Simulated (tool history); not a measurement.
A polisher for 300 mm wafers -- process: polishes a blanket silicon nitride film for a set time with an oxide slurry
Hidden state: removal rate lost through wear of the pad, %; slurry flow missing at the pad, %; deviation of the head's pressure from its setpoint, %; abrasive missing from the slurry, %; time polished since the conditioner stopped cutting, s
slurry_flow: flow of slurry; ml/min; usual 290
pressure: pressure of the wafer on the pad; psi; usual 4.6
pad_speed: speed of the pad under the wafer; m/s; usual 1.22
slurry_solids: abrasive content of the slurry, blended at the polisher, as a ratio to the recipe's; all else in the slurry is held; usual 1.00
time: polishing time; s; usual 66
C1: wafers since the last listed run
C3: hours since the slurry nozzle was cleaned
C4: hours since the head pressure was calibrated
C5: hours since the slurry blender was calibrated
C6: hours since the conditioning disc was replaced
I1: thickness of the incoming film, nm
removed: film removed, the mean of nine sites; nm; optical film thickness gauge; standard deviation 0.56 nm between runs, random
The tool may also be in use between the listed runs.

run 1 hour=0.0 | slurry_flow=290 pressure=4.6 pad_speed=1.22 slurry_solids=0.95 time=66 | C1=0 wafers_polished_on_this_pad=472 C3=773.5 C4=377.7 C5=396.1 C6=192.9 | I1=484.3 | removed=60.1
-- hour=43.6 slurry nozzle cleaned
-- hour=57.0 slurry blender recalibrated
run 2 hour=70.9 | slurry_flow=290 pressure=4.6 pad_speed=1.22 slurry_solids=0.95 time=66 | C1=516 wafers_polished_on_this_pad=988 C3=27.3 C4=448.6 C5=13.9 C6=263.8 | I1=492.3 | removed=59.4
run 3 hour=133.6 | slurry_flow=290 pressure=4.6 pad_speed=1.22 slurry_solids=0.95 time=66 | C1=477 wafers_polished_on_this_pad=1465 C3=90.0 C4=511.3 C5=76.6 C6=326.5 | I1=482.9 | removed=58.3
run 4 hour=196.7 | slurry_flow=290 pressure=4.6 pad_speed=1.22 slurry_solids=1.00 time=66 | C1=480 wafers_polished_on_this_pad=1945 C3=153.1 C4=574.4 C5=139.7 C6=389.6 | I1=490.2 | removed=59.0
-- hour=238.0 conditioning disc replaced and pad reconditioned
-- hour=269.2 worn pad replaced by a new one
run 5 hour=272.3 | slurry_flow=290 pressure=4.6 pad_speed=1.22 slurry_solids=1.00 time=66 | C1=529 wafers_polished_on_this_pad=23 C3=228.7 C4=650.0 C5=215.3 C6=34.3 | I1=492.0 | removed=63.9
-- hour=303.1 head pressure recalibrated
run 6 hour=355.6 | slurry_flow=290 pressure=4.6 pad_speed=1.22 slurry_solids=1.00 time=66 | C1=618 wafers_polished_on_this_pad=642 C3=312.0 C4=52.5 C5=298.6 C6=117.6 | I1=495.1 | removed=63.6
run 7 hour=454.0 | slurry_flow=290 pressure=4.6 pad_speed=1.22 slurry_solids=1.00 time=66 | C1=748 wafers_polished_on_this_pad=1390 C3=410.4 C4=150.9 C5=397.0 C6=216.0 | I1=491.9 | removed=62.2
run 8 hour=496.2 | slurry_flow=290 pressure=4.6 pad_speed=1.22 slurry_solids=1.00 time=66 | C1=321 wafers_polished_on_this_pad=1711 C3=452.6 C4=193.1 C5=439.2 C6=258.2 | I1=487.5 | removed=61.1
-- hour=550.4 slurry blender recalibrated
run 9 hour=565.2 | slurry_flow=290 pressure=4.6 pad_speed=1.22 slurry_solids=1.00 time=66 | C1=509 wafers_polished_on_this_pad=2221 C3=521.6 C4=262.1 C5=14.8 C6=327.2 | I1=489.2 | removed=60.2
-- hour=631.8 conditioning disc replaced and pad reconditioned
-- hour=655.0 worn pad replaced by a new one
run 10 hour=698.2 | slurry_flow=290 pressure=4.6 pad_speed=1.22 slurry_solids=1.00 time=66 | C1=966 wafers_polished_on_this_pad=328 C3=654.6 C4=395.1 C5=147.8 C6=66.4 | I1=500.1 | removed=64.0
run 11 hour=765.2 | slurry_flow=355 pressure=4.6 pad_speed=1.22 slurry_solids=0.90 time=66 | C1=509 wafers_polished_on_this_pad=838 C3=721.6 C4=462.1 C5=214.8 C6=133.4 | I1=489.2 | removed=61.3
run 12 hour=852.2 | slurry_flow=355 pressure=4.6 pad_speed=1.22 slurry_solids=0.90 time=66 | C1=661 wafers_polished_on_this_pad=1500 C3=808.6 C4=549.1 C5=301.8 C6=220.4 | I1=498.5 | removed=59.1
-- hour=871.0 slurry nozzle cleaned
run 13 hour=895.5 | slurry_flow=235 pressure=4.6 pad_speed=1.22 slurry_solids=1.00 time=54 | C1=321 wafers_polished_on_this_pad=1821 C3=24.5 C4=592.4 C5=345.1 C6=263.7 | I1=488.8 | removed=49.4
-- hour=927.2 head pressure recalibrated
-- hour=963.2 worn pad replaced by a new one
run 14 hour=963.7 | slurry_flow=290 pressure=4.6 pad_speed=1.22 slurry_solids=1.00 time=66 | C1=473 wafers_polished_on_this_pad=4 C3=92.7 C4=36.5 C5=413.3 C6=331.9 | I1=490.0 | removed=60.4
-- hour=1000.4 slurry blender recalibrated
-- hour=1083.3 conditioning disc replaced and pad reconditioned
run 15 hour=1198.3 | slurry_flow=290 pressure=4.6 pad_speed=0.82 slurry_solids=1.00 time=66 | C1=1754 wafers_polished_on_this_pad=1758 C3=327.3 C4=271.1 C5=197.9 C6=115.0 | I1=491.6 | removed=54.2
run 16 hour=1239.2 | slurry_flow=290 pressure=4.6 pad_speed=1.04 slurry_solids=1.10 time=66 | C1=311 wafers_polished_on_this_pad=2069 C3=368.2 C4=312.0 C5=238.8 C6=155.9 | I1=489.5 | removed=62.0
-- hour=1292.7 worn pad replaced by a new one
run 17 hour=1340.0 | slurry_flow=320 pressure=4.6 pad_speed=1.22 slurry_solids=1.00 time=84 | C1=736 wafers_polished_on_this_pad=359 C3=469.0 C4=412.8 C5=339.6 C6=256.7 | I1=484.9 | removed=80.0
run 18 hour=1405.3 | slurry_flow=290 pressure=3.5 pad_speed=1.22 slurry_solids=1.00 time=82 | C1=496 wafers_polished_on_this_pad=856 C3=534.3 C4=478.1 C5=404.9 C6=322.0 | I1=490.4 | removed=59.0
run 19 hour=1450.6 | slurry_flow=290 pressure=4.6 pad_speed=0.88 slurry_solids=1.00 time=66 | C1=344 wafers_polished_on_this_pad=1200 C3=579.6 C4=523.4 C5=450.2 C6=367.3 | I1=497.0 | removed=51.8
run 20 hour=1496.2 | slurry_flow=290 pressure=4.6 pad_speed=1.22 slurry_solids=1.00 time=66 | C1=346 wafers_polished_on_this_pad=1547 C3=625.2 C4=569.0 C5=495.8 C6=412.9 | I1=495.8 | removed=58.7
-- hour=1510.1 head pressure recalibrated
-- hour=1516.7 slurry blender recalibrated
-- hour=1517.6 conditioning disc replaced and pad reconditioned
run 21 hour=1541.2 | slurry_flow=290 pressure=3.6 pad_speed=1.40 slurry_solids=1.15 time=58 | C1=304 wafers_polished_on_this_pad=1852 C3=670.2 C4=31.1 C5=24.5 C6=23.6 | I1=491.6 | removed=51.6
run 22 hour=1578.5 | slurry_flow=290 pressure=4.6 pad_speed=0.90 slurry_solids=1.00 time=66 | C1=283 wafers_polished_on_this_pad=2136 C3=707.5 C4=68.4 C5=61.8 C6=60.9 | I1=483.4 | removed=56.1
run 23 hour=1637.9 | slurry_flow=290 pressure=4.6 pad_speed=1.22 slurry_solids=1.00 time=66 | C1=451 wafers_polished_on_this_pad=2588 C3=766.9 C4=127.8 C5=121.2 C6=120.3 | I1=491.7 | removed=64.3
-- hour=1647.7 worn pad replaced by a new one
run 24 hour=1739.5 | slurry_flow=290 pressure=4.6 pad_speed=1.22 slurry_solids=1.00 time=66 | C1=742 wafers_polished_on_this_pad=698 C3=868.5 C4=229.4 C5=222.8 C6=221.9 | I1=490.8 | removed=63.4

Describe how what the log doesn't record of the tool's condition differs between the last listed run preceding each entry between runs and the first listed run following it.
From run 1 to run 2: slurry nozzle cleaned (hour 43.6); slurry blender recalibrated (hour 57.0)
  time polished since the conditioner stopped cutting, s: 57 -> 77.6
  measured less the result without the state, removed: -3.6 -> -4.7 nm
From run 4 to run 5: conditioning disc replaced and pad reconditioned (hour 238.0); worn pad replaced by a new one (hour 269.2)
  time polished since the conditioner stopped cutting, s: 130 -> 28
  measured less the result without the state, removed: -7.6 -> -1.8 nm
From run 5 to run 6: head pressure recalibrated (hour 303.1)
  time polished since the conditioner stopped cutting, s: 28 -> 36
  measured less the result without the state, removed: -1.8 -> -2.4 nm
From run 8 to run 9: slurry blender recalibrated (hour 550.4)
  time polished since the conditioner stopped cutting, s: 69.6 -> 95.2
  measured less the result without the state, removed: -4.4 -> -5.8 nm
From run 9 to run 10: conditioning disc replaced and pad reconditioned (hour 631.8); worn pad replaced by a new one (hour 655.0)
  time polished since the conditioner stopped cutting, s: 95.2 -> 17.4
  measured less the result without the state, removed: -5.8 -> -1.2 nm
From run 12 to run 13: slurry nozzle cleaned (hour 871.0)
  time polished since the conditioner stopped cutting, s: 45.4 -> 58.8
  measured less the result without the state, removed: -2.8 -> -3.0 nm
From run 13 to run 14: head pressure recalibrated (hour 927.2); worn pad replaced by a new one (hour 963.2)
  time polished since the conditioner stopped cutting, s: 58.8 -> 84.5
  measured less the result without the state, removed: -3.0 -> -5.2 nm
From run 14 to run 15: slurry blender recalibrated (hour 1000.4); conditioning disc replaced and pad reconditioned (hour 1083.3)
  time polished since the conditioner stopped cutting, s: 84.5 -> 20.7
  measured less the result without the state, removed: -5.2 -> -1.0 nm
From run 16 to run 17: worn pad replaced by a new one (hour 1292.7)
  time polished since the conditioner stopped cutting, s: 27.7 -> 54.1
  measured less the result without the state, removed: -1.6 -> -4.5 nm
From run 20 to run 21: head pressure recalibrated (hour 1510.1); slurry blender recalibrated (hour 1516.7); conditioning disc replaced and pad reconditioned (hour 1517.6)
  time polished since the conditioner stopped cutting, s: 120 -> 13.6
  measured less the result without the state, removed: -7.0 -> -0.7 nm
From run 23 to run 24: worn pad replaced by a new one (hour 1647.7)
  time polished since the conditioner stopped cutting, s: 22.4 -> 44.5
  measured less the result without the state, removed: -1.6 -> -3.0 nm
